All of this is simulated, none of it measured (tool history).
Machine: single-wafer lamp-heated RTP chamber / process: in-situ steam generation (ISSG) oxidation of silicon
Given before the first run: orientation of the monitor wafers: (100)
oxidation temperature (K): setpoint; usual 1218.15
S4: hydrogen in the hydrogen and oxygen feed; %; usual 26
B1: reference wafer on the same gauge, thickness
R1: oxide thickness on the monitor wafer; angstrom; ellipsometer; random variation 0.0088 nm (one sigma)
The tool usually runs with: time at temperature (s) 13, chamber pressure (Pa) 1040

Run 1, day 0: usual settings but chamber pressure (Pa) 1133; B1 4.573. Result: R1 42.13 angstrom.
Run 2, day 5.925: usual settings but oxidation temperature (K) 1206.15, time at temperature (s) 16; B1 4.575. Result: R1 44.57 angstrom.
Run 3, day 8.275: usual settings but time at temperature (s) 12; B1 4.573. Result: R1 41.48 angstrom.
Run 4, day 9.717: usual settings but time at temperature (s) 12; B1 4.573. Result: R1 41.49 angstrom.
Run 5, day 12.004: usual settings but time at temperature (s) 12; B1 4.565. Result: R1 41.43 angstrom.
Run 6, day 13.492: usual settings but time at temperature (s) 9; B1 4.563. Result: R1 37.48 angstrom.
Run 7, day 14.925: usual settings but time at temperature (s) 9; B1 4.566. Result: R1 37.42 angstrom.
At day 17.167: pyrometer window cleaned and pyrometer calibrated.
Run 8, day 17.454: usual settings; B1 4.568. Result: R1 42.38 angstrom.
Run 9, day 23.633: usual settings; B1 4.568. Result: R1 42.65 angstrom.
Run 10, day 25.958: usual settings but chamber pressure (Pa) 1200; B1 4.567. Result: R1 42.27 angstrom.
Run 11, day 28.771: usual settings but chamber pressure (Pa) 1200; B1 4.571. Result: R1 42.17 angstrom.
Run 12, day 30.412: usual settings but chamber pressure (Pa) 1200; B1 4.572. Result: R1 42.3 angstrom.
At day 32.796: pyrometer window cleaned and pyrometer calibrated.
Run 13, day 35.292: usual settings; B1 4.574. Result: R1 42.48 angstrom.
At day 40.092: hydrogen flow controller replaced.
Run 14, day 42.071: usual settings; B1 4.571. Result: R1 42.08 angstrom.
Run 15, day 44.129: usual settings but chamber pressure (Pa) 920; B1 4.572. Result: R1 42.09 angstrom.
Run 16, day 46.888: usual settings but chamber pressure (Pa) 920; B1 4.568. Result: R1 42.11 angstrom.
At day 48.25: gauge calibrated.
At day 49.158: pyrometer window cleaned and pyrometer calibrated.
Run 17, day 49.579: usual settings; B1 4.569. Result: R1 41.83 angstrom.
Run 18, day 51.362: usual settings but oxidation temperature (K) 1228.15, time at temperature (s) 18, chamber pressure (Pa) 920, S4 23 %; B1 4.571. Result: R1 47.08 angstrom.
Run 19, day 54.242: usual settings; B1 4.571. Result: R1 42.13 angstrom.
At day 56.888: pressure gauge zeroed.
Run 20, day 62.012: usual settings but chamber pressure (Pa) 1107, S4 30 %; B1 4.571. Result: R1 43.92 angstrom.
Run 21, day 64.204: usual settings but chamber pressure (Pa) 920, S4 30 %; B1 4.57. Result: R1 44.13 angstrom.
At day 66.467: pyrometer window cleaned and pyrometer calibrated.
Run 22, day 66.488: usual settings but oxidation temperature (K) 1199.15, chamber pressure (Pa) 1200; B1 4.568. Result: R1 39.62 angstrom.
Run 23, day 67.883: usual settings but oxidation temperature (K) 1231.15, S4 19 %; B1 4.573. Result: R1 40.15 angstrom.
Run 24, day 70.354: usual settings but oxidation temperature (K) 1229.15, time at temperature (s) 18, chamber pressure (Pa) 1120; B1 4.573. Result: R1 49.12 angstrom.
Run 25, day 72.396: usual settings but time at temperature (s) 10, chamber pressure (Pa) 920; B1 4.572. Result: R1 38.35 angstrom.
Run 26, day 76.8: usual settings but time at temperature (s) 17, chamber pressure (Pa) 1160, S4 32 %; B1 4.569. Result: R1 49.21 angstrom.
Run 27, day 78.867: usual settings; B1 4.566. Result: R1 42.45 angstrom.
Run 28, day 79.875: usual settings; B1 4.571. Result: R1 42.54 angstrom.
Run 29, day 81.804: usual settings but time at temperature (s) 16; B1 4.569. Result: R1 45.96 angstrom.
Run 30, day 82.875: usual settings; B1 4.573. Result: R1 42.39 angstrom.

What if the next run were any one of these 5? Each begins from the tool's condition after run 30:
Run A, day 82.896: usual settings but oxidation temperature (K) 1200.15; B1 ?. Result: R1 ?.
Run B, day 82.896: usual settings but time at temperature (s) 18, chamber pressure (Pa) 987; B1 ?. Result: R1 ?.
Run C, day 82.896: usual settings but oxidation temperature (K) 1207.15, time at temperature (s) 16, chamber pressure (Pa) 1120, S4 17 %; B1 ?. Result: R1 ?.
Run D, day 82.896: usual settings but time at temperature (s) 10, S4 19 %; B1 ?. Result: R1 ?.
Run E, day 82.896: usual settings but oxidation temperature (K) 1227.15, time at temperature (s) 16, chamber pressure (Pa) 1160, S4 31 %; B1 ?. Result: R1 ?.

run     B1     R1
  A  4.577  40.59
  B  4.577  47.91
  C  4.577  40.05
  D  4.577  35.49
  E  4.577  48.75
What these runs would have given with no unlogged condition in the tool:
run     R1
  A  40.01
  B  47.09
  C  39.44
  D  34.99
  E  47.92

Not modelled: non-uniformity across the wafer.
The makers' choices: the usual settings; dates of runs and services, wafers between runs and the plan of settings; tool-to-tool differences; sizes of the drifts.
